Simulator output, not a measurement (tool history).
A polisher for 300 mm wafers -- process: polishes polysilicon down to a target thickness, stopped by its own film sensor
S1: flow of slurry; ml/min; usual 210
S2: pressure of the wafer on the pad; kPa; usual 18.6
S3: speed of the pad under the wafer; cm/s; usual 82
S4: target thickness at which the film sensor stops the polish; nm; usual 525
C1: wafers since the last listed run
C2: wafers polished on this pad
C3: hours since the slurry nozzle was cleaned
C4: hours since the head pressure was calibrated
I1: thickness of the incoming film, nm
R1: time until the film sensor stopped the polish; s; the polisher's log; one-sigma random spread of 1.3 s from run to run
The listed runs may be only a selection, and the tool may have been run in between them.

{"run": 1, "hour": 0.0, "S1": 210, "S2": 21.4, "S3": 82, "S4": 525, "C1": 0, "C2": 1779, "C3": 359.2, "C4": 206.4, "I1": 1017.9, "R1": 81.5}
{"run": 2, "hour": 20.8, "S1": 210, "S2": 18.6, "S3": 82, "S4": 525, "C1": 255, "C2": 2034, "C3": 380.0, "C4": 227.2, "I1": 1022.8, "R1": 95.0}
{"hour": 32.6, "done": "worn pad replaced by a new one"}
{"run": 3, "hour": 45.3, "S1": 210, "S2": 18.6, "S3": 82, "S4": 525, "C1": 251, "C2": 156, "C3": 404.5, "C4": 251.7, "I1": 1004.8, "R1": 94.1}
{"run": 4, "hour": 58.1, "S1": 210, "S2": 18.6, "S3": 82, "S4": 525, "C1": 157, "C2": 313, "C3": 417.3, "C4": 264.5, "I1": 1011.6, "R1": 93.9}
{"hour": 80.1, "done": "head pressure recalibrated"}
{"run": 5, "hour": 85.2, "S1": 210, "S2": 18.6, "S3": 82, "S4": 525, "C1": 307, "C2": 621, "C3": 444.4, "C4": 5.1, "I1": 1023.8, "R1": 79.0}
{"run": 6, "hour": 119.2, "S1": 210, "S2": 18.6, "S3": 82, "S4": 525, "C1": 417, "C2": 1038, "C3": 478.4, "C4": 39.1, "I1": 1019.9, "R1": 78.7}
{"run": 7, "hour": 133.3, "S1": 210, "S2": 18.6, "S3": 82, "S4": 525, "C1": 172, "C2": 1211, "C3": 492.5, "C4": 53.2, "I1": 1027.7, "R1": 80.3}
{"run": 8, "hour": 166.4, "S1": 210, "S2": 18.6, "S3": 82, "S4": 525, "C1": 406, "C2": 1617, "C3": 525.6, "C4": 86.3, "I1": 1006.3, "R1": 79.7}
{"run": 9, "hour": 179.5, "S1": 210, "S2": 18.6, "S3": 82, "S4": 525, "C1": 160, "C2": 1778, "C3": 538.7, "C4": 99.4, "I1": 1009.1, "R1": 77.1}
{"hour": 252.8, "done": "head pressure recalibrated, repeated, since the last time left the tool worse"}
{"hour": 253.1, "done": "worn pad replaced by a new one"}
{"run": 10, "hour": 253.6, "S1": 210, "S2": 18.6, "S3": 82, "S4": 525, "C1": 880, "C2": 6, "C3": 612.8, "C4": 0.8, "I1": 1029.3, "R1": 89.8}
{"run": 11, "hour": 266.8, "S1": 210, "S2": 18.6, "S3": 82, "S4": 525, "C1": 161, "C2": 168, "C3": 626.0, "C4": 14.0, "I1": 1042.5, "R1": 93.2}
{"run": 12, "hour": 279.5, "S1": 210, "S2": 18.6, "S3": 82, "S4": 525, "C1": 155, "C2": 323, "C3": 638.7, "C4": 26.7, "I1": 1024.1, "R1": 88.8}
{"run": 13, "hour": 306.6, "S1": 210, "S2": 18.6, "S3": 90, "S4": 525, "C1": 332, "C2": 656, "C3": 665.8, "C4": 53.8, "I1": 1019.6, "R1": 84.1}
{"hour": 315.3, "done": "slurry nozzle cleaned"}
{"run": 14, "hour": 318.9, "S1": 210, "S2": 18.6, "S3": 90, "S4": 525, "C1": 138, "C2": 795, "C3": 3.6, "C4": 66.1, "I1": 1012.7, "R1": 84.6}
{"run": 15, "hour": 342.7, "S1": 170, "S2": 18.6, "S3": 82, "S4": 371, "C1": 291, "C2": 1087, "C3": 27.4, "C4": 89.9, "I1": 1037.2, "R1": 126.3}
{"run": 16, "hour": 370.1, "S1": 210, "S2": 18.6, "S3": 82, "S4": 525, "C1": 336, "C2": 1423, "C3": 54.8, "C4": 117.3, "I1": 1013.4, "R1": 89.8}
{"run": 17, "hour": 395.4, "S1": 210, "S2": 18.6, "S3": 82, "S4": 525, "C1": 310, "C2": 1733, "C3": 80.1, "C4": 142.6, "I1": 1009.8, "R1": 91.1}
{"run": 18, "hour": 413.1, "S1": 280, "S2": 20.7, "S3": 58, "S4": 417, "C1": 217, "C2": 1950, "C3": 97.8, "C4": 160.3, "I1": 1032.1, "R1": 126.1}
{"run": 19, "hour": 440.5, "S1": 210, "S2": 18.6, "S3": 82, "S4": 596, "C1": 336, "C2": 2286, "C3": 125.2, "C4": 187.7, "I1": 1003.2, "R1": 76.5}
{"hour": 445.7, "done": "worn pad replaced by a new one"}
{"run": 20, "hour": 463.6, "S1": 210, "S2": 13.8, "S3": 82, "S4": 570, "C1": 234, "C2": 220, "C3": 148.3, "C4": 210.8, "I1": 1011.6, "R1": 114.5}
{"run": 21, "hour": 478.5, "S1": 185, "S2": 23.4, "S3": 60, "S4": 587, "C1": 182, "C2": 402, "C3": 163.2, "C4": 225.7, "I1": 1023.3, "R1": 80.9}
{"run": 22, "hour": 496.0, "S1": 180, "S2": 18.6, "S3": 82, "S4": 414, "C1": 214, "C2": 617, "C3": 180.7, "C4": 243.2, "I1": 1007.0, "R1": 113.4}
{"run": 23, "hour": 529.0, "S1": 210, "S2": 18.6, "S3": 82, "S4": 394, "C1": 404, "C2": 1022, "C3": 213.7, "C4": 276.2, "I1": 1012.2, "R1": 118.0}
{"hour": 546.4, "done": "head pressure recalibrated"}
{"run": 24, "hour": 547.8, "S1": 155, "S2": 15.9, "S3": 82, "S4": 697, "C1": 206, "C2": 1228, "C3": 232.5, "C4": 1.4, "I1": 1022.7, "R1": 70.5}
{"run": 25, "hour": 566.3, "S1": 210, "S2": 18.6, "S3": 82, "S4": 525, "C1": 226, "C2": 1455, "C3": 251.0, "C4": 19.9, "I1": 1017.2, "R1": 89.4}
{"run": 26, "hour": 579.4, "S1": 165, "S2": 22.8, "S3": 56, "S4": 459, "C1": 160, "C2": 1616, "C3": 264.1, "C4": 33.0, "I1": 1024.3, "R1": 112.0}
{"run": 27, "hour": 597.2, "S1": 210, "S2": 22.8, "S3": 64, "S4": 359, "C1": 218, "C2": 1834, "C3": 281.9, "C4": 50.8, "I1": 1022.3, "R1": 117.5}
{"run": 28, "hour": 629.9, "S1": 210, "S2": 12.4, "S3": 58, "S4": 525, "C1": 401, "C2": 2235, "C3": 314.6, "C4": 83.5, "I1": 1012.7, "R1": 170.2}
{"run": 29, "hour": 653.6, "S1": 210, "S2": 18.6, "S3": 82, "S4": 525, "C1": 290, "C2": 2526, "C3": 338.3, "C4": 107.2, "I1": 1004.5, "R1": 88.0}
{"hour": 662.2, "done": "worn pad replaced by a new one"}
{"run": 30, "hour": 669.8, "S1": 210, "S2": 22.8, "S3": 64, "S4": 525, "C1": 149, "C2": 93, "C3": 354.5, "C4": 123.4, "I1": 1023.5, "R1": 89.3}
{"run": 31, "hour": 694.7, "S1": 180, "S2": 18.6, "S3": 82, "S4": 414, "C1": 305, "C2": 399, "C3": 379.4, "C4": 148.3, "I1": 1021.2, "R1": 120.0}
{"run": 32, "hour": 726.1, "S1": 185, "S2": 24.1, "S3": 100, "S4": 684, "C1": 385, "C2": 784, "C3": 410.8, "C4": 179.7, "I1": 1004.6, "R1": 41.3}
{"run": 33, "hour": 747.3, "S1": 255, "S2": 17.2, "S3": 82, "S4": 525, "C1": 260, "C2": 1044, "C3": 432.0, "C4": 200.9, "I1": 1026.5, "R1": 101.2}
{"run": 34, "hour": 765.3, "S1": 150, "S2": 18.6, "S3": 98, "S4": 686, "C1": 220, "C2": 1265, "C3": 450.0, "C4": 218.9, "I1": 1007.4, "R1": 55.9}
{"run": 35, "hour": 800.0, "S1": 210, "S2": 18.6, "S3": 106, "S4": 525, "C1": 425, "C2": 1690, "C3": 484.7, "C4": 253.6, "I1": 1036.8, "R1": 82.6}
{"run": 36, "hour": 826.8, "S1": 210, "S2": 18.6, "S3": 82, "S4": 525, "C1": 328, "C2": 2019, "C3": 511.5, "C4": 280.4, "I1": 1018.8, "R1": 96.8}

Run-by-run hidden state of the tool:
removal rate lost through wear of the pad, %: 0 in every run
slurry flow missing at the pad, %: 0 in every run
H1: deviation of the head's pressure from its setpoint, %
run=1 H1=-5.62
run=2 H1=-6.16
run=3 H1=-6.81
run=4 H1=-7.14
run=5 H1=15.5
run=6 H1=14.6
run=7 H1=14.3
run=8 H1=13.4
run=9 H1=13.1
run=10 H1=0.592
run=11 H1=0.245
run=12 H1=-0.0884
run=13 H1=-0.8
run=14 H1=-1.12
run=15 H1=-1.75
run=16 H1=-2.47
run=17 H1=-3.13
run=18 H1=-3.6
run=19 H1=-4.32
run=20 H1=-4.92
run=21 H1=-5.32
run=22 H1=-5.77
run=23 H1=-6.64
run=24 H1=0.703
run=25 H1=0.218
run=26 H1=-0.126
run=27 H1=-0.594
run=28 H1=-1.45
run=29 H1=-2.08
run=30 H1=-2.5
run=31 H1=-3.15
run=32 H1=-3.98
run=33 H1=-4.54
run=34 H1=-5.01
run=35 H1=-5.92
run=36 H1=-6.62

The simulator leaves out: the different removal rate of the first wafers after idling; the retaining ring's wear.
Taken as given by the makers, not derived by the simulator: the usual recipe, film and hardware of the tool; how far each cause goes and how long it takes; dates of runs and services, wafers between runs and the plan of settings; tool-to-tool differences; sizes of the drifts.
